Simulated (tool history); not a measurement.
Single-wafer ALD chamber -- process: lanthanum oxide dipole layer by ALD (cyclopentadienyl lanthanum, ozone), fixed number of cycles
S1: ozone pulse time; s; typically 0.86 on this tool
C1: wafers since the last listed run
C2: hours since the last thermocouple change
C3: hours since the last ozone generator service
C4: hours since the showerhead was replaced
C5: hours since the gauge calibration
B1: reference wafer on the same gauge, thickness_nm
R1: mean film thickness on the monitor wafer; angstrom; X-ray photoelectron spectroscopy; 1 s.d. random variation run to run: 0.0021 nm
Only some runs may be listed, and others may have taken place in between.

run     day    S1    C1      C2      C3      C4      C5     B1    R1
  1       0  0.86     0   907.2   736.7  5878.3   822.8  0.449  4.99
  2  10.225  0.86  5000  1152.6   982.1  6123.7  1068.2  0.449  4.94
  3  13.167  0.98  1438  1223.2  1052.7  6194.3  1138.8  0.449  5.33
  4   14.95  0.98   872    1266  1095.5  6237.1  1181.6  0.449  5.33
  5    16.8  0.98   904  1310.4  1139.9  6281.5    1226  0.449  5.34
  6  19.646  0.86  1391  1378.7  1208.2  6349.8  1294.3  0.449  4.95
  7  21.496  0.86   904  1423.1  1252.6  6394.2  1338.7  0.449  4.99
  8  23.254  0.86   859  1465.3  1294.8  6436.4  1380.9  0.449     5
     25.392  -- ozone generator serviced
  9  26.196  0.86  1275  1535.9    19.3    6507  1451.5  0.449  4.97
 10  27.925  0.86   845  1577.4    60.8  6548.5    1493  0.449     5
 11  29.479  0.86   760  1614.7    98.1  6585.8  1530.3  0.449  4.98
 12  31.612  0.86  1043  1665.9   149.3    6637  1581.5  0.449  4.99
 13  33.842  0.77  1090  1719.4   202.8  6690.5    1635  0.449   4.6
     34.792  -- thermocouple changed; heater temperature recalibrated
 14  36.308  1.05  1043    36.4     262  6749.7  1694.2   0.45  5.48
 15  39.504  0.86  1562   113.1   338.7  6826.4  1770.9  0.448  4.97
 16  42.171  0.53  1304   177.1   402.7  6890.4  1834.9  0.448  2.76
 17  44.558  0.86  1167   234.4     460  6947.7  1892.2   0.45     5
     48.054  -- gauge calibrated
 18  48.646  0.65  1999   332.5   558.1  7045.8    14.2  0.449  3.86
 19  51.112  0.97  1206   391.7   617.3    7105    73.4  0.449  5.32
     54.125  -- showerhead replaced
 20  56.162  0.86  2306   512.9   738.5    48.9   194.6  0.449  4.96
 21  60.396  0.63  2070   614.5   840.1   150.5   296.2  0.449  3.72
 22  63.238  1.08  1389   682.7   908.3   218.7   364.4  0.449  5.52
 23  66.162  0.74  1430   752.9   978.5   288.9   434.6  0.449  4.43
 24  67.762  0.59   782   791.3  1016.9   327.3     473  0.448  3.39
 25  71.304  1.03  1732   876.3  1101.9   412.3     558  0.449  5.39
 26  73.575  0.98  1110   930.8  1156.4   466.8   612.5   0.45  5.33
 27  76.858  0.53  1605  1009.6  1235.2   545.6   691.3  0.449  2.77

Predict each of these 3 candidate next runs independently; none follows another, all start after run 27:
  A  76.875  0.86   8  1010  1235.6  546  691.7   ?   ?
  B  76.875     1   8  1010  1235.6  546  691.7   ?   ?
  C  76.875  0.99   8  1010  1235.6  546  691.7   ?   ?

run     B1    R1
  A  0.448  4.99
  B  0.448  5.39
  C  0.448  5.37
Had the tool no hidden state, the same runs would have come out as:
run    R1
  A  4.99
  B  5.39
  C  5.37
